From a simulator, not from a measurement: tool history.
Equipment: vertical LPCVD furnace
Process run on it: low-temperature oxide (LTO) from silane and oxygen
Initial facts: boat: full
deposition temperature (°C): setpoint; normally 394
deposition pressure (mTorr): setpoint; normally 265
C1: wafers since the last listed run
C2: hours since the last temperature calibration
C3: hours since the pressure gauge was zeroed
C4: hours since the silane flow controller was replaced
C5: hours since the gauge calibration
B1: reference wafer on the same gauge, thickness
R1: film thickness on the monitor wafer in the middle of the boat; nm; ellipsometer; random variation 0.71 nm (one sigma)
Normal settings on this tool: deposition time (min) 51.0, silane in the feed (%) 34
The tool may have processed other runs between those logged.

run 1 hour=0.0 | deposition_temperature_(°C)=394 deposition_pressure_(mTorr)=265 deposition_time_(min)=51.0 silane_in_the_feed_(%)=34 | C1=0 C2=4060.0 C3=3739.4 C4=6530.3 C5=281.5 | B1=402.59 | R1=463.33
run 2 hour=20.4 | deposition_temperature_(°C)=394 deposition_pressure_(mTorr)=265 deposition_time_(min)=51.0 silane_in_the_feed_(%)=34 | C1=203 C2=4080.4 C3=3759.8 C4=6550.7 C5=301.9 | B1=403.07 | R1=463.81
run 3 hour=43.1 | deposition_temperature_(°C)=394 deposition_pressure_(mTorr)=265 deposition_time_(min)=51.0 silane_in_the_feed_(%)=31 | C1=226 C2=4103.1 C3=3782.5 C4=6573.4 C5=324.6 | B1=402.91 | R1=406.86
run 4 hour=61.7 | deposition_temperature_(°C)=394 deposition_pressure_(mTorr)=265 deposition_time_(min)=51.0 silane_in_the_feed_(%)=31 | C1=185 C2=4121.7 C3=3801.1 C4=6592.0 C5=343.2 | B1=403.23 | R1=406.29
run 5 hour=78.5 | deposition_temperature_(°C)=394 deposition_pressure_(mTorr)=265 deposition_time_(min)=51.0 silane_in_the_feed_(%)=34 | C1=167 C2=4138.5 C3=3817.9 C4=6608.8 C5=360.0 | B1=402.87 | R1=463.20
run 6 hour=111.1 | deposition_temperature_(°C)=394 deposition_pressure_(mTorr)=265 deposition_time_(min)=66.0 silane_in_the_feed_(%)=34 | C1=325 C2=4171.1 C3=3850.5 C4=6641.4 C5=392.6 | B1=403.17 | R1=600.02
run 7 hour=124.4 | deposition_temperature_(°C)=394 deposition_pressure_(mTorr)=265 deposition_time_(min)=66.0 silane_in_the_feed_(%)=34 | C1=132 C2=4184.4 C3=3863.8 C4=6654.7 C5=405.9 | B1=402.82 | R1=600.63
run 8 hour=139.5 | deposition_temperature_(°C)=388 deposition_pressure_(mTorr)=265 deposition_time_(min)=51.0 silane_in_the_feed_(%)=34 | C1=150 C2=4199.5 C3=3878.9 C4=6669.8 C5=421.0 | B1=402.89 | R1=431.18
run 9 hour=156.2 | deposition_temperature_(°C)=390 deposition_pressure_(mTorr)=265 deposition_time_(min)=51.0 silane_in_the_feed_(%)=34 | C1=166 C2=4216.2 C3=3895.6 C4=6686.5 C5=437.7 | B1=402.97 | R1=442.46
run 10 hour=174.6 | deposition_temperature_(°C)=390 deposition_pressure_(mTorr)=265 deposition_time_(min)=51.0 silane_in_the_feed_(%)=34 | C1=183 C2=4234.6 C3=3914.0 C4=6704.9 C5=456.1 | B1=403.33 | R1=442.87
-- hour=215.7 silane flow controller replaced
run 11 hour=216.2 | deposition_temperature_(°C)=390 deposition_pressure_(mTorr)=265 deposition_time_(min)=51.0 silane_in_the_feed_(%)=34 | C1=175 C2=4276.2 C3=3955.6 C4=0.5 C5=497.7 | B1=403.12 | R1=441.12
run 12 hour=224.3 | deposition_temperature_(°C)=394 deposition_pressure_(mTorr)=265 deposition_time_(min)=51.0 silane_in_the_feed_(%)=34 | C1=80 C2=4284.3 C3=3963.7 C4=8.6 C5=505.8 | B1=402.97 | R1=464.57
run 13 hour=244.4 | deposition_temperature_(°C)=394 deposition_pressure_(mTorr)=265 deposition_time_(min)=51.0 silane_in_the_feed_(%)=34 | C1=200 C2=4304.4 C3=3983.8 C4=28.7 C5=525.9 | B1=402.83 | R1=463.47
run 14 hour=263.5 | deposition_temperature_(°C)=394 deposition_pressure_(mTorr)=265 deposition_time_(min)=51.0 silane_in_the_feed_(%)=34 | C1=190 C2=4323.5 C3=4002.9 C4=47.8 C5=545.0 | B1=403.07 | R1=464.53
-- hour=265.4 gauge calibrated
-- hour=314.7 thermocouples replaced and temperature profile calibrated
run 15 hour=315.2 | deposition_temperature_(°C)=394 deposition_pressure_(mTorr)=265 deposition_time_(min)=51.0 silane_in_the_feed_(%)=34 | C1=276 C2=0.5 C3=4054.6 C4=99.5 C5=49.8 | B1=403.47 | R1=442.47
run 16 hour=320.7 | deposition_temperature_(°C)=390 deposition_pressure_(mTorr)=265 deposition_time_(min)=51.0 silane_in_the_feed_(%)=34 | C1=54 C2=6.0 C3=4060.1 C4=105.0 C5=55.3 | B1=403.30 | R1=421.60
-- hour=348.7 pressure gauge zeroed
run 17 hour=349.2 | deposition_temperature_(°C)=388 deposition_pressure_(mTorr)=295 deposition_time_(min)=57.0 silane_in_the_feed_(%)=34 | C1=44 C2=34.5 C3=0.5 C4=133.5 C5=83.8 | B1=403.33 | R1=512.47
run 18 hour=357.8 | deposition_temperature_(°C)=394 deposition_pressure_(mTorr)=265 deposition_time_(min)=51.0 silane_in_the_feed_(%)=34 | C1=85 C2=43.1 C3=9.1 C4=142.1 C5=92.4 | B1=403.09 | R1=444.37
run 19 hour=385.0 | deposition_temperature_(°C)=394 deposition_pressure_(mTorr)=265 deposition_time_(min)=51.0 silane_in_the_feed_(%)=34 | C1=271 C2=70.3 C3=36.3 C4=169.3 C5=119.6 | B1=402.79 | R1=443.65
run 20 hour=397.7 | deposition_temperature_(°C)=394 deposition_pressure_(mTorr)=265 deposition_time_(min)=38.0 silane_in_the_feed_(%)=34 | C1=126 C2=83.0 C3=49.0 C4=182.0 C5=132.3 | B1=402.72 | R1=331.54
run 21 hour=426.6 | deposition_temperature_(°C)=401 deposition_pressure_(mTorr)=265 deposition_time_(min)=51.0 silane_in_the_feed_(%)=30 | C1=288 C2=111.9 C3=77.9 C4=210.9 C5=161.2 | B1=403.09 | R1=405.34
run 22 hour=447.7 | deposition_temperature_(°C)=394 deposition_pressure_(mTorr)=330 deposition_time_(min)=51.0 silane_in_the_feed_(%)=34 | C1=210 C2=133.0 C3=99.0 C4=232.0 C5=182.3 | B1=402.94 | R1=555.99
run 23 hour=463.8 | deposition_temperature_(°C)=386 deposition_pressure_(mTorr)=230 deposition_time_(min)=33.5 silane_in_the_feed_(%)=30 | C1=160 C2=149.1 C3=115.1 C4=248.1 C5=198.4 | B1=402.98 | R1=192.50
run 24 hour=483.4 | deposition_temperature_(°C)=387 deposition_pressure_(mTorr)=265 deposition_time_(min)=41.5 silane_in_the_feed_(%)=34 | C1=195 C2=168.7 C3=134.7 C4=267.7 C5=218.0 | B1=402.95 | R1=333.88
run 25 hour=513.5 | deposition_temperature_(°C)=387 deposition_pressure_(mTorr)=330 deposition_time_(min)=51.0 silane_in_the_feed_(%)=28 | C1=300 C2=198.8 C3=164.8 C4=297.8 C5=248.1 | B1=403.05 | R1=382.91
run 26 hour=528.1 | deposition_temperature_(°C)=394 deposition_pressure_(mTorr)=235 deposition_time_(min)=68.0 silane_in_the_feed_(%)=34 | C1=145 C2=213.4 C3=179.4 C4=312.4 C5=262.7 | B1=402.93 | R1=529.03
run 27 hour=557.2 | deposition_temperature_(°C)=394 deposition_pressure_(mTorr)=265 deposition_time_(min)=51.0 silane_in_the_feed_(%)=34 | C1=290 C2=242.5 C3=208.5 C4=341.5 C5=291.8 | B1=402.95 | R1=447.00
run 28 hour=590.8 | deposition_temperature_(°C)=394 deposition_pressure_(mTorr)=265 deposition_time_(min)=60.5 silane_in_the_feed_(%)=34 | C1=335 C2=276.1 C3=242.1 C4=375.1 C5=325.4 | B1=402.90 | R1=531.05
run 29 hour=604.4 | deposition_temperature_(°C)=394 deposition_pressure_(mTorr)=265 deposition_time_(min)=51.0 silane_in_the_feed_(%)=34 | C1=135 C2=289.7 C3=255.7 C4=388.7 C5=339.0 | B1=403.09 | R1=448.06
run 30 hour=661.2 | deposition_temperature_(°C)=394 deposition_pressure_(mTorr)=265 deposition_time_(min)=51.0 silane_in_the_feed_(%)=38 | C1=566 C2=346.5 C3=312.5 C4=445.5 C5=395.8 | B1=402.97 | R1=518.60
run 31 hour=677.2 | deposition_temperature_(°C)=394 deposition_pressure_(mTorr)=265 deposition_time_(min)=51.0 silane_in_the_feed_(%)=34 | C1=159 C2=362.5 C3=328.5 C4=461.5 C5=411.8 | B1=402.99 | R1=446.98

Run by run, hidden condition taken away, random variation retained:
Unlogged tool condition in this case: true tube temperature minus thermocouple reading, K; true pressure minus gauge reading, mTorr; deviation of the silane flow from its setpoint, %; gauge reads high (%).
run=1 R1=440.40
run=2 R1=440.84
run=3 R1=386.25
run=4 R1=385.70
run=5 R1=440.22
run=6 R1=570.22
run=7 R1=570.79
run=8 R1=409.25
run=9 R1=420.12
run=10 R1=420.49
run=11 R1=418.80
run=12 R1=441.42
run=13 R1=440.35
run=14 R1=441.35
run=15 R1=440.00
run=16 R1=419.13
run=17 R1=508.91
run=18 R1=441.23
run=19 R1=440.09
run=20 R1=328.74
run=21 R1=401.52
run=22 R1=550.38
run=23 R1=190.33
run=24 R1=330.03
run=25 R1=377.92
run=26 R1=522.36
run=27 R1=440.98
run=28 R1=523.37
run=29 R1=441.41
run=30 R1=510.33
run=31 R1=439.44
